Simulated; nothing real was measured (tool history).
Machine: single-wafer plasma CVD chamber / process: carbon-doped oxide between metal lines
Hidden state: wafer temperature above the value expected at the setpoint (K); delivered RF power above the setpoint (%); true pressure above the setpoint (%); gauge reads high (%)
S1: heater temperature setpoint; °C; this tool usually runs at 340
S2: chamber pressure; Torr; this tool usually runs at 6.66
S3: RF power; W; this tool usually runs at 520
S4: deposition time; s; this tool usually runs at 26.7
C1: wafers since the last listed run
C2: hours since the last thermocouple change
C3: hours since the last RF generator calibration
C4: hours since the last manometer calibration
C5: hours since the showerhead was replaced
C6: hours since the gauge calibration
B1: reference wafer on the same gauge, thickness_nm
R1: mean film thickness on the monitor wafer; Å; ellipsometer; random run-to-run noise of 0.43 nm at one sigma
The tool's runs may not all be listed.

run	hour	S1	S2	S3	S4	C1	C2	C3	C4	C5	C6	B1	R1
1	0.0	340	6.66	520	23.7	0	945.6	391.4	2265.7	6709.9	2406.2	108.628	1160.72
2	36.6	340	6.66	520	23.7	552	982.2	428.0	2302.3	6746.5	2442.8	108.497	1164.96
# hour 77.5: gauge calibrated
# hour 89.2: thermocouple changed; heater temperature recalibrated
3	91.8	340	6.66	500	26.7	712	2.6	483.2	2357.5	6801.7	14.3	112.153	1316.01
4	145.1	340	6.66	500	26.7	805	55.9	536.5	2410.8	6855.0	67.6	112.166	1316.61
5	205.3	340	6.66	500	26.7	909	116.1	596.7	2471.0	6915.2	127.8	112.200	1314.65
6	242.7	340	6.66	520	26.7	564	153.5	634.1	2508.4	6952.6	165.2	112.159	1348.95
7	279.3	346	6.66	550	26.7	552	190.1	670.7	2545.0	6989.2	201.8	112.141	1370.80
8	325.0	340	6.66	520	26.7	690	235.8	716.4	2590.7	7034.9	247.5	112.134	1350.14
9	375.2	340	6.66	520	26.7	758	286.0	766.6	2640.9	7085.1	297.7	112.136	1345.34
10	446.7	340	5.82	520	29.1	1080	357.5	838.1	2712.4	7156.6	369.2	112.046	1427.16
# hour 502.6: RF generator calibrated
11	508.8	340	5.10	555	21.4	817	419.6	6.2	2774.5	7218.7	431.3	112.065	1081.70
# hour 554.4: showerhead replaced
12	610.7	351	7.89	430	26.7	1418	521.5	108.1	2876.4	56.3	533.2	112.055	1157.61
13	646.0	340	6.66	520	23.7	533	556.8	143.4	2911.7	91.6	568.5	111.975	1196.52
14	670.9	340	6.66	475	26.7	376	581.7	168.3	2936.6	116.5	593.4	112.021	1259.16
15	731.8	340	6.66	570	30.3	919	642.6	229.2	2997.5	177.4	654.3	111.952	1607.55
# hour 766.5: capacitance manometer re-zeroed and calibrated
16	800.0	340	6.66	520	26.7	909	710.8	297.4	33.5	245.6	722.5	111.864	1341.79
17	855.4	340	6.66	520	26.7	836	766.2	352.8	88.9	301.0	777.9	111.840	1346.94
18	879.9	340	6.66	520	26.7	370	790.7	377.3	113.4	325.5	802.4	111.842	1338.73
19	920.1	340	6.66	610	30.2	607	830.9	417.5	153.6	365.7	842.6	111.736	1678.49
20	982.8	340	6.66	520	26.7	947	893.6	480.2	216.3	428.4	905.3	111.804	1340.47
21	1035.7	340	5.25	520	26.7	799	946.5	533.1	269.2	481.3	958.2	111.713	1279.71
# hour 1088.3: thermocouple changed; heater temperature recalibrated
22	1094.3	340	5.89	450	26.7	764	6.0	591.7	327.8	539.9	1016.8	111.604	1194.86
23	1130.6	340	6.66	555	23.3	548	42.3	628.0	364.1	576.2	1053.1	111.594	1224.05
24	1180.3	327	5.02	575	26.7	750	92.0	677.7	413.8	625.9	1102.8	111.532	1416.29

Run 25, settings as shown, results not yet in. Your forecast:
25	1209.3	340	5.99	520	24.8	438	121.0	706.7	442.8	654.9	1131.8	?	?

Run 25 produced B1 111.438, R1 1229.14 Å.
With the hidden condition absent and the run-to-run variation left alone, this run would have shown R1 1234.92 Å.

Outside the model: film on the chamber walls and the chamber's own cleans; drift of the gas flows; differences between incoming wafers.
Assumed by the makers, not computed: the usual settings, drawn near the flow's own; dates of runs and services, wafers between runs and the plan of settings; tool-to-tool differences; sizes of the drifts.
